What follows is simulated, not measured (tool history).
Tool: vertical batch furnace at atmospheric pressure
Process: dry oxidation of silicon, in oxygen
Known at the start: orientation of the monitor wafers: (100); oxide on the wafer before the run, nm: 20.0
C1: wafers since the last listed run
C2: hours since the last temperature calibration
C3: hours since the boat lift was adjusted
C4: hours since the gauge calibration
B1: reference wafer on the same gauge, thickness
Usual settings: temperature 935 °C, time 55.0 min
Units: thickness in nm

Run 1, hour 0.0: usual settings but time 69.5 min; C1 0; C2 2478.7; C3 1479.0; C4 962.5; B1 37.80. Result: thickness 38.75 nm.
Run 2, hour 78.4: usual settings but time 69.5 min; C1 1010; C2 2557.1; C3 1557.4; C4 1040.9; B1 37.81. Result: thickness 38.68 nm.
Run 3, hour 196.5: usual settings but time 69.5 min; C1 1521; C2 2675.2; C3 1675.5; C4 1159.0; B1 37.82. Result: thickness 38.65 nm.
Run 4, hour 280.2: usual settings but time 67.0 min; C1 1078; C2 2758.9; C3 1759.2; C4 1242.7; B1 37.75. Result: thickness 37.93 nm.
Run 5, hour 326.3: usual settings but time 71.5 min; C1 593; C2 2805.0; C3 1805.3; C4 1288.8; B1 37.82. Result: thickness 39.12 nm.
Run 6, hour 363.4: usual settings but temperature 944 °C, time 76.5 min; C1 477; C2 2842.1; C3 1842.4; C4 1325.9; B1 37.82. Result: thickness 43.02 nm.
Run 7, hour 412.4: usual settings; C1 631; C2 2891.1; C3 1891.4; C4 1374.9; B1 37.82. Result: thickness 34.96 nm.
Run 8, hour 505.3: usual settings; C1 1196; C2 2984.0; C3 1984.3; C4 1467.8; B1 37.81. Result: thickness 34.99 nm.
Run 9, hour 545.3: usual settings; C1 515; C2 3024.0; C3 2024.3; C4 1507.8; B1 37.72. Result: thickness 34.59 nm.
Run 10, hour 652.5: usual settings; C1 1381; C2 3131.2; C3 2131.5; C4 1615.0; B1 37.92. Result: thickness 34.58 nm.
Run 11, hour 694.3: usual settings; C1 538; C2 3173.0; C3 2173.3; C4 1656.8; B1 37.80. Result: thickness 34.74 nm.
At hour 726.4: boat lift adjusted.
Run 12, hour 754.3: usual settings; C1 463; C2 3233.0; C3 27.9; C4 1716.8; B1 37.77. Result: thickness 35.51 nm.
Run 13, hour 824.9: usual settings; C1 909; C2 3303.6; C3 98.5; C4 1787.4; B1 37.83. Result: thickness 35.22 nm.
At hour 856.8: gauge calibrated.
Run 14, hour 883.1: usual settings; C1 749; C2 3361.8; C3 156.7; C4 26.3; B1 37.80. Result: thickness 35.61 nm.
Run 15, hour 972.9: usual settings; C1 1156; C2 3451.6; C3 246.5; C4 116.1; B1 37.76. Result: thickness 34.98 nm.
Run 16, hour 1060.7: usual settings but temperature 946 °C, time 81.5 min; C1 1131; C2 3539.4; C3 334.3; C4 203.9; B1 37.76. Result: thickness 45.48 nm.
Run 17, hour 1113.1: usual settings; C1 675; C2 3591.8; C3 386.7; C4 256.3; B1 37.86. Result: thickness 35.50 nm.
Run 18, hour 1166.2: usual settings but temperature 957 °C, time 36.5 min; C1 684; C2 3644.9; C3 439.8; C4 309.4; B1 37.77. Result: thickness 33.93 nm.
Run 19, hour 1205.5: usual settings but temperature 925 °C, time 29.5 min; C1 506; C2 3684.2; C3 479.1; C4 348.7; B1 37.76. Result: thickness 27.34 nm.
At hour 1252.4: thermocouples replaced and temperature profile calibrated.
Run 20, hour 1301.8: usual settings; C1 931; C2 49.4; C3 575.4; C4 445.0; B1 37.78. Result: thickness 34.98 nm.
Run 21, hour 1376.0: usual settings but temperature 918 °C, time 42.5 min; C1 955; C2 123.6; C3 649.6; C4 519.2; B1 37.76. Result: thickness 29.60 nm.
Run 22, hour 1421.6: usual settings but temperature 958 °C; C1 587; C2 169.2; C3 695.2; C4 564.8; B1 37.70. Result: thickness 40.55 nm.
Run 23, hour 1527.5: usual settings but temperature 958 °C, time 77.5 min; C1 1364; C2 275.1; C3 801.1; C4 670.7; B1 37.85. Result: thickness 47.51 nm.
Run 24, hour 1582.4: usual settings; C1 707; C2 330.0; C3 856.0; C4 725.6; B1 37.78. Result: thickness 35.01 nm.
Run 25, hour 1670.0: usual settings; C1 1128; C2 417.6; C3 943.6; C4 813.2; B1 37.76. Result: thickness 35.30 nm.
Run 26, hour 1761.6: usual settings but temperature 946 °C, time 76.5 min; C1 1180; C2 509.2; C3 1035.2; C4 904.8; B1 37.82. Result: thickness 43.79 nm.
Run 27, hour 1825.5: usual settings; C1 823; C2 573.1; C3 1099.1; C4 968.7; B1 37.84. Result: thickness 35.03 nm.
Run 28, hour 1868.4: usual settings; C1 552; C2 616.0; C3 1142.0; C4 1011.6; B1 37.77. Result: thickness 34.97 nm.
Run 29, hour 2176.4: usual settings but temperature 956 °C, time 30.5 min; C1 3967; C2 924.0; C3 1450.0; C4 1319.6; B1 37.77. Result: thickness 31.65 nm.

Forecast run 30:
Run 30, hour 2245.0: usual settings but temperature 947 °C, time 30.0 min; C1 883; C2 992.6; C3 1518.6; C4 1388.2; B1 ?. Result: thickness ?.

{"run 30": {"B1": 37.83, "thickness": 30.11}}
Without the tool's hidden state the same run would have given thickness 30.56 nm.

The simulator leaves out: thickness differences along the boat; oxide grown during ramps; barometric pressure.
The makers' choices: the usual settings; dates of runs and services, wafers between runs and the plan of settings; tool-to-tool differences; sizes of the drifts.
